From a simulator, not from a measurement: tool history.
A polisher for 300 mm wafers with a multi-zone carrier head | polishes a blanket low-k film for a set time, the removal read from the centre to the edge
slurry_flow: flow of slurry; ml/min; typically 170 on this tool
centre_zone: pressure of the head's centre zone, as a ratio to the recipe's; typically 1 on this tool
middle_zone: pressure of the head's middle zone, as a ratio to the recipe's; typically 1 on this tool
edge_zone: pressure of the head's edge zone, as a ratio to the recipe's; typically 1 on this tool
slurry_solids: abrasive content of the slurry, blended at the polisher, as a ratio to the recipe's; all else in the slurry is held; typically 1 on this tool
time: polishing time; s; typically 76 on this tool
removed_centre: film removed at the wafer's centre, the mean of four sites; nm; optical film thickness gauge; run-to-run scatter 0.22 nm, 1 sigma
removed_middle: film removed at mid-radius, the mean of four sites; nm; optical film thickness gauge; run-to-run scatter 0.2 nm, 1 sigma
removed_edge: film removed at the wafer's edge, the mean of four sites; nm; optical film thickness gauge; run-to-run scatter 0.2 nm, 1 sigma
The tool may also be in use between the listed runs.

run	day	slurry_flow	centre_zone	middle_zone	edge_zone	slurry_solids	time	incoming thickness of the incoming film, nm	removed_centre	removed_middle	removed_edge
1	0	170	1	1	1	1	76	481.7	28.4	29.6	29.1
# day 0.175: worn pad replaced by a new one
2	1.2	170	1	1	1	1	76	476.1	29.2	30	29.8
# day 1.738: slurry nozzle cleaned
3	2.162	190	1.08	1	1	0.8	76	489.7	25.5	24.6	24.1
4	2.833	215	1	1.06	1.09	1	59	476.7	23.3	24.8	24.4
5	3.442	170	1	1	1	1.1	76	482.3	31	31.8	31.5
6	4.133	170	1	0.92	1	0.8	76	480.8	23.2	22.5	23.4
7	4.692	170	1	1	1	1	76	481.9	28.6	29.7	29.2
# day 4.842: centre zone pressure recalibrated
8	6.067	130	1	1	1	1	76	485.7	27.6	28	27.7
9	6.983	170	0.88	1	1	1	76	471.3	25.5	29.5	29.1
10	8.417	170	1	1	1	1	84	477.7	31.7	32.2	31.9
# day 9.638: worn pad replaced by a new one
11	9.658	170	1	1	1	1	76	477.4	30.1	30.9	30.1
12	10.296	170	1	1	0.94	1	100	477.2	38.8	40.1	38.1
13	11.133	170	1	1	1	1	76	480.2	29.3	30.2	29.9
# day 12.117: slurry nozzle cleaned
14	14.783	220	0.97	1.06	0.94	1	76	480.3	29.2	32.2	28.8
15	15.417	170	1	1	1.05	1	60	483.8	22.6	23.4	23.3
# day 15.833: edge zone pressure recalibrated
16	16.612	170	1	1	1	1	76	480.6	28.6	29.5	29.1
# day 19.754: worn pad replaced by a new one
17	20.708	170	1	1	1	1	93	475.4	36.3	36.8	36.5
18	22.075	170	1	1	1	1.15	76	474.8	32.1	32.9	32.6
# day 22.408: slurry nozzle cleaned
19	22.608	170	1.04	1	1.07	1	76	478.9	30.1	29.7	30.3
20	23.212	170	1	1	1	1	76	471	28.8	29.5	29.3
21	24.154	170	1	1	1.04	1	76	475.6	28.7	29.4	29.5
22	25.529	170	1	1	1	1	76	474.4	28.9	29.4	29.4
23	26.554	170	1	1	1	1	76	479.9	28.6	29.2	28.7

State the hidden condition of the tool at each of the runs:
slurry flow missing at the pad, %: 0 in every run
deviation of the centre zone's pressure from its setpoint, %: 0 in every run
deviation of the edge zone's pressure from its setpoint, %: 0 in every run
H1: removal rate lost through wear of the pad, %
run	H1
1	4.54
2	2
3	2.86
4	3.33
5	3.68
6	4
7	4.21
8	4.61
9	4.79
10	4.99
11	0.653
12	1.47
13	2.33
14	4.29
15	4.46
16	4.7
17	1.7
18	2.88
19	3.23
20	3.55
21	3.95
22	4.36
23	4.57
